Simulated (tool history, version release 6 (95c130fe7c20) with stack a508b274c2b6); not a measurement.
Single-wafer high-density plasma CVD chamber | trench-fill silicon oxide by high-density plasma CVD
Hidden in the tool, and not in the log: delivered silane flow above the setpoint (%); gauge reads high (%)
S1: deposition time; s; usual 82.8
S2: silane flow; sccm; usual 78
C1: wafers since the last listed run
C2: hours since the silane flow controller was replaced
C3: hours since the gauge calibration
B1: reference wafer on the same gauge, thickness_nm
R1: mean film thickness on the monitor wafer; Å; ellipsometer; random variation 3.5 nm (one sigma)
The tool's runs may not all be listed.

Run 1, day 0.000: usual settings; C1 0; C2 3457.4; C3 344.4; B1 641.777. Result: R1 6355.00 Å.
Run 2, day 0.725: usual settings; C1 230; C2 3474.8; C3 361.8; B1 641.852. Result: R1 6332.85 Å.
Run 3, day 1.871: usual settings; C1 363; C2 3502.3; C3 389.3; B1 642.135. Result: R1 6320.83 Å.
Run 4, day 5.092: usual settings; C1 1022; C2 3579.6; C3 466.6; B1 644.538. Result: R1 6372.11 Å.
Run 5, day 6.496: usual settings; C1 445; C2 3613.3; C3 500.3; B1 643.305. Result: R1 6355.48 Å.
Run 6, day 7.242: usual settings but S1 70.0 s; C1 236; C2 3631.2; C3 518.2; B1 645.254. Result: R1 5410.55 Å.
Run 7, day 8.604: usual settings; C1 432; C2 3663.9; C3 550.9; B1 644.623. Result: R1 6374.48 Å.
Run 8, day 9.838: usual settings; C1 391; C2 3693.5; C3 580.5; B1 646.568. Result: R1 6327.94 Å.
Run 9, day 10.896: usual settings; C1 335; C2 3718.9; C3 605.9; B1 647.434. Result: R1 6400.70 Å.
Run 10, day 11.950: usual settings but S1 86.3 s; C1 334; C2 3744.2; C3 631.2; B1 647.376. Result: R1 6624.98 Å.
Run 11, day 12.742: usual settings but S1 86.3 s; C1 251; C2 3763.2; C3 650.2; B1 646.200. Result: R1 6615.31 Å.
Run 12, day 13.700: usual settings; C1 304; C2 3786.2; C3 673.2; B1 646.393. Result: R1 6294.62 Å.
Run 13, day 15.154: usual settings; C1 461; C2 3821.1; C3 708.1; B1 647.195. Result: R1 6338.58 Å.
Run 14, day 16.412: usual settings; C1 399; C2 3851.3; C3 738.3; B1 646.427. Result: R1 6392.55 Å.
Run 15, day 19.554: usual settings; C1 997; C2 3926.7; C3 813.7; B1 649.075. Result: R1 6381.25 Å.
Run 16, day 20.150: usual settings; C1 189; C2 3941.0; C3 828.0; B1 649.736. Result: R1 6408.35 Å.
Run 17, day 21.004: usual settings; C1 271; C2 3961.5; C3 848.5; B1 649.624. Result: R1 6463.88 Å.
Run 18, day 22.321: usual settings; C1 418; C2 3993.1; C3 880.1; B1 650.141. Result: R1 6386.47 Å.
Run 19, day 23.812: usual settings; C1 473; C2 4028.9; C3 915.9; B1 651.012. Result: R1 6400.75 Å.
Run 20, day 24.538: usual settings; C1 230; C2 4046.3; C3 933.3; B1 651.635. Result: R1 6464.15 Å.
Run 21, day 25.296: usual settings; C1 240; C2 4064.5; C3 951.5; B1 650.798. Result: R1 6424.84 Å.
Run 22, day 26.400: usual settings; C1 350; C2 4091.0; C3 978.0; B1 651.931. Result: R1 6388.06 Å.
Run 23, day 27.254: usual settings; C1 271; C2 4111.5; C3 998.5; B1 654.046. Result: R1 6413.14 Å.
Run 24, day 28.467: usual settings but S1 88.6 s, S2 67 sccm; C1 384; C2 4140.6; C3 1027.6; B1 651.579. Result: R1 5891.39 Å.
Run 25, day 29.396: usual settings but S1 73.4 s, S2 72 sccm; C1 294; C2 4162.9; C3 1049.9; B1 652.719. Result: R1 5332.03 Å.
Run 26, day 29.946: usual settings but S2 73 sccm; C1 174; C2 4176.1; C3 1063.1; B1 652.214. Result: R1 6037.47 Å.
Run 27, day 30.879: usual settings but S1 70.8 s, S2 72 sccm; C1 296; C2 4198.5; C3 1085.5; B1 653.359. Result: R1 5076.61 Å.
At day 31.638: gauge calibrated.
Run 28, day 32.258: usual settings but S1 91.0 s, S2 89 sccm; C1 437; C2 4231.6; C3 14.9; B1 635.472. Result: R1 7853.44 Å.
Run 29, day 33.400: usual settings; C1 362; C2 4259.0; C3 42.3; B1 637.207. Result: R1 6216.52 Å.
Run 30, day 34.550: usual settings but S1 75.6 s, S2 64 sccm; C1 365; C2 4286.6; C3 69.9; B1 637.448. Result: R1 4742.32 Å.
At day 35.596: silane flow controller replaced.
Run 31, day 35.617: usual settings but S1 89.8 s; C1 232; C2 0.5; C3 95.5; B1 636.760. Result: R1 6914.90 Å.
Run 32, day 36.112: usual settings; C1 157; C2 12.4; C3 107.4; B1 637.084. Result: R1 6296.50 Å.
Run 33, day 38.112: usual settings but S1 95.0 s; C1 634; C2 60.4; C3 155.4; B1 640.595. Result: R1 7246.11 Å.
Run 34, day 39.275: usual settings but S1 87.0 s, S2 70 sccm; C1 369; C2 88.3; C3 183.3; B1 640.412. Result: R1 5982.77 Å.
Run 35, day 39.904: usual settings; C1 199; C2 103.4; C3 198.4; B1 638.622. Result: R1 6269.18 Å.
Run 36, day 40.538: usual settings; C1 201; C2 118.6; C3 213.6; B1 637.677. Result: R1 6289.80 Å.
Run 37, day 41.546: usual settings but S1 71.7 s, S2 91 sccm; C1 320; C2 142.8; C3 237.8; B1 639.221. Result: R1 6361.00 Å.
Run 38, day 42.925: usual settings but S1 70.2 s, S2 93 sccm; C1 437; C2 175.9; C3 270.9; B1 640.384. Result: R1 6351.05 Å.
Run 39, day 44.154: usual settings; C1 390; C2 205.4; C3 300.4; B1 639.972. Result: R1 6319.08 Å.
Run 40, day 44.675: usual settings but S1 93.9 s; C1 165; C2 217.9; C3 312.9; B1 641.732. Result: R1 7217.12 Å.
Run 41, day 45.462: usual settings but S1 94.2 s, S2 68 sccm; C1 250; C2 236.8; C3 331.8; B1 641.175. Result: R1 6284.07 Å.
Run 42, day 46.388: usual settings but S1 93.0 s, S2 91 sccm; C1 293; C2 259.0; C3 354.0; B1 641.577. Result: R1 8271.66 Å.
Run 43, day 46.962: usual settings but S1 72.1 s, S2 85 sccm; C1 182; C2 272.8; C3 367.8; B1 641.786. Result: R1 6011.54 Å.
Run 44, day 48.146: usual settings; C1 375; C2 301.2; C3 396.2; B1 642.317. Result: R1 6385.41 Å.
Run 45, day 48.804: usual settings but S1 95.4 s, S2 85 sccm; C1 209; C2 317.0; C3 412.0; B1 641.805. Result: R1 7959.13 Å.

What the log doesn't show, run by run:
delivered silane flow above the setpoint (%): 0 in every run
H1: gauge reads high (%)
run     H1
  1  0.873
  2  0.915
  3  0.982
  4   1.17
  5   1.25
  6    1.3
  7   1.38
  8   1.45
  9   1.51
 10   1.57
 11   1.62
 12   1.67
 13   1.76
 14   1.83
 15   2.01
 16   2.05
 17    2.1
 18   2.18
 19   2.26
 20    2.3
 21   2.35
 22   2.41
 23   2.46
 24   2.53
 25   2.59
 26   2.62
 27   2.67
 28  0.112
 29  0.179
 30  0.246
 31  0.308
 32  0.337
 33  0.454
 34  0.522
 35  0.558
 36  0.595
 37  0.654
 38  0.735
 39  0.806
 40  0.837
 41  0.883
 42  0.937
 43   0.97
 44   1.04
 45   1.08
